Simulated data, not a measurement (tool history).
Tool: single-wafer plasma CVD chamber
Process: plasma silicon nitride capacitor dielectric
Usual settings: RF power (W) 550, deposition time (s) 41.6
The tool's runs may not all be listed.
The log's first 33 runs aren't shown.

run    hour  RF power (W)  deposition time (s)  wafers since the last listed run  hours since the last RF generator calibration  hours since the showerhead was replaced  hours since the gauge calibration  read-back reference wafer on the same gauge, thickness_nm  mean film thickness on the monitor wafer (Å)
 34  1949.7           450                 35.4                              1414                                          764.9                                    825.4                              504.1                                                     77.097                                        541.88
 35  1983.7           470                 41.6                               813                                          798.9                                    859.4                              538.1                                                     76.897                                        647.27
 36  2039.1           440                 33.7                              1325                                          854.3                                    914.8                              593.5                                                      76.94                                        516.19
 37  2103.5           600                   49                              1541                                          918.7                                    979.2                              657.9                                                     76.929                                        795.72
 38  2168.1           445                 37.9                              1546                                          983.3                                   1043.8                              722.5                                                      77.06                                        578.85
 39    2204           550                 41.6                               859                                         1019.2                                   1079.7                              758.4                                                     76.973                                        667.81
 40  2264.5           580                 47.4                              1447                                         1079.7                                   1140.2                              818.9                                                     77.037                                        760.44
 41  2332.5           580                 46.5                              1627                                         1147.7                                   1208.2                              886.9                                                      76.96                                        743.56
 42  2361.2           640                 38.2                               686                                         1176.4                                   1236.9                              915.6                                                     77.031                                        624.08
 43  2564.3           610                 45.7                              4860                                         1379.5                                     1440                             1118.7                                                     77.001                                        736.46

5 ways to go on from here, each from the tool as it stands after run 43. What would each give?
  A  2564.7           490                 41.6                                 9                                         1379.9                                   1440.4                             1119.1                                                          ?                                             ?
  B  2564.7           600                 41.6                                 9                                         1379.9                                   1440.4                             1119.1                                                          ?                                             ?
  C  2564.7           475                 41.6                                 9                                         1379.9                                   1440.4                             1119.1                                                          ?                                             ?
  D  2564.7           550                 43.9                                 9                                         1379.9                                   1440.4                             1119.1                                                          ?                                             ?
  E  2564.7           440                 48.9                                 9                                         1379.9                                   1440.4                             1119.1                                                          ?                                             ?

run  read-back reference wafer on the same gauge, thickness_nm  mean film thickness on the monitor wafer (Å)
  A                                                     77.034                                        647.87
  B                                                     77.034                                        674.48
  C                                                     77.034                                        644.04
  D                                                     77.034                                        699.33
  E                                                     77.034                                        746.29
Without the tool's hidden state the same runs would have given:
run  mean film thickness on the monitor wafer (Å)
  A                                        647.87
  B                                        674.48
  C                                        644.04
  D                                        699.33
  E                                        746.29

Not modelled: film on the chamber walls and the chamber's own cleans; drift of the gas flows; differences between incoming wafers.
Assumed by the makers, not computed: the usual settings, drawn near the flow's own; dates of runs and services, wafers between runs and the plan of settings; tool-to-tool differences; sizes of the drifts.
